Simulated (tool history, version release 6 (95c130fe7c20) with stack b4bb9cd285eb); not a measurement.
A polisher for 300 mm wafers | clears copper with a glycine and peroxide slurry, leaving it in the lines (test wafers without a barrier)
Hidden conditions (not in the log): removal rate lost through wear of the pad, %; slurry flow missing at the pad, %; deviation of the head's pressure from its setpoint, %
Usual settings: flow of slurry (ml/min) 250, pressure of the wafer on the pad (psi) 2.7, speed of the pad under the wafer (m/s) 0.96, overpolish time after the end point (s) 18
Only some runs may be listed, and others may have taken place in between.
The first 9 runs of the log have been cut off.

run    hour  flow of slurry (ml/min)  pressure of the wafer on the pad (psi)  speed of the pad under the wafer (m/s)  overpolish time after the end point (s)  wafers since the last listed run  wafers polished on this pad  hours since the slurry nozzle was cleaned  hours since the head pressure was calibrated  incoming thickness of the incoming film, nm  time until the end point was called (s)  dishing of a wide line in a test structure (angstrom)
 10   615.7                      210                                     2.7                                    0.76                                       18                               633                         3523                                      145.7                                        1251.3                                        527.4                                    144.5                                                    346
      843.3  -- head pressure recalibrated
 11   863.3                      210                                     2.7                                    0.96                                       18                              1616                         5140                                      393.3                                            20                                        533.6                                    128.1                                                    371
      935.8  -- worn pad replaced by a new one
 12   966.3                      180                                     2.7                                    0.96                                       15                               651                          200                                      496.3                                           123                                        531.1                                    117.2                                                    336
 13  1124.6                      250                                     2.7                                    0.96                                       18                              1042                         1243                                      654.6                                         281.3                                        526.1                                    111.9                                                    386
 14  1193.2                      250                                     3.1                                    0.96                                       18                               451                         1694                                      723.2                                         349.9                                          538                                    104.2                                                    398
 15  1308.8                      250                                     2.7                                    0.96                                       18                               761                         2455                                      838.8                                         465.5                                          529                                    111.3                                                    383
 16  1379.3                      250                                     2.7                                    0.96                                       12                               464                         2919                                      909.3                                           536                                          523                                    109.7                                                    301
     1454.3  -- slurry nozzle cleaned
 17  1477.8                      250                                     2.5                                    0.96                                       18                               641                         3561                                       23.5                                         634.5                                        530.3                                    124.5                                                    362
 18  1561.7                      225                                     3.2                                    1.26                                       23                               552                         4114                                      107.4                                         718.4                                        540.1                                     83.7                                                    471
 19  1651.6                      180                                     3.2                                    0.96                                       18                               591                         4706                                      197.3                                         808.3                                          531                                    111.9                                                    382
 20  1729.4                      250                                     2.7                                    0.96                                       18                               512                         5218                                      275.1                                         886.1                                        535.8                                    122.9                                                    364
     1771.8  -- worn pad replaced by a new one
 21  1836.2                      250                                     2.7                                    0.96                                       18                               676                          424                                      381.9                                         992.9                                        531.3                                      107                                                    388
 22  1885.8                      250                                     2.4                                    0.84                                       14                               326                          750                                      431.5                                        1042.5                                        536.9                                      138                                                    298
 23    1951                      250                                     2.7                                    0.96                                       18                               429                         1180                                      496.7                                        1107.7                                        534.2                                    110.8                                                    389
     2044.2  -- head pressure recalibrated
 24  2147.7                      250                                     2.4                                    0.96                                       25                              1281                         2461                                      693.4                                         103.5                                        540.6                                    125.2                                                    429
 25  2203.7                      250                                     2.7                                     0.8                                       28                               368                         2830                                      749.4                                         159.5                                        531.4                                    135.1                                                    452
     2241.9  -- slurry nozzle cleaned
 26  2301.4                      305                                     2.2                                     1.1                                        7                               636                         3467                                       59.5                                         257.2                                        534.2                                    114.5                                                    203
 27  2544.7                      315                                     1.9                                    1.24                                       11                              1601                         5069                                      302.8                                         500.5                                          527                                    115.8                                                    266
 28  2646.1                      250                                     2.7                                    0.96                                       18                               667                         5736                                      404.2                                         601.9                                        534.2                                    127.7                                                    359
     2714.4  -- worn pad replaced by a new one
 29  2746.7                      250                                     2.7                                    1.18                                       15                               635                          212                                      504.8                                         702.5                                        525.9                                     94.2                                                    377
 30  2839.4                      250                                     1.9                                     0.8                                       18                               610                          823                                      597.5                                         795.2                                        535.5                                    153.4                                                    332
 31  2942.4                      250                                     2.7                                    0.96                                       18                               678                         1501                                      700.5                                         898.2                                        541.2                                    115.2                                                    383
 32    3011                      310                                     2.7                                    0.96                                        8                               451                         1952                                      769.1                                         966.8                                        537.1                                    113.3                                                    220
     3033.9  -- slurry nozzle cleaned
 33    3053                      295                                     3.5                                    0.96                                       23                               269                         2222                                       19.1                                        1008.8                                        533.7                                     95.3                                                    472
 34  3117.5                      250                                     2.7                                    0.96                                       18                               424                         2647                                       83.6                                        1073.3                                        533.4                                    116.6                                                    393

Alternative continuations, all from the tool just after run 34; predict every row:
  A  3118                      250                                     3.4                                    0.96                                       18                                 3                         2650                                       84.1                                        1073.8                                        527.2                                        ?                                                      ?
  B  3118                      250                                     2.3                                    0.96                                       24                                 3                         2650                                       84.1                                        1073.8                                        527.2                                        ?                                                      ?
  C  3118                      175                                     2.7                                    0.96                                       18                                 3                         2650                                       84.1                                        1073.8                                        527.2                                        ?                                                      ?
  D  3118                      250                                     2.7                                    0.96                                       21                                 3                         2650                                       84.1                                        1073.8                                        527.2                                        ?                                                      ?

run  time until the end point was called (s)  dishing of a wide line in a test structure (angstrom)
  A                                     98.3                                                    411
  B                                      125                                                    422
  C                                    119.2                                                    372
  D                                    113.8                                                    414
With the hidden condition removed and each run's random variation left untouched, the same runs would have given:
run  time until the end point was called (s)  dishing of a wide line in a test structure (angstrom)
  A                                     94.8                                                    419
  B                                    120.5                                                    430
  C                                    114.9                                                    379
  D                                    109.7                                                    421

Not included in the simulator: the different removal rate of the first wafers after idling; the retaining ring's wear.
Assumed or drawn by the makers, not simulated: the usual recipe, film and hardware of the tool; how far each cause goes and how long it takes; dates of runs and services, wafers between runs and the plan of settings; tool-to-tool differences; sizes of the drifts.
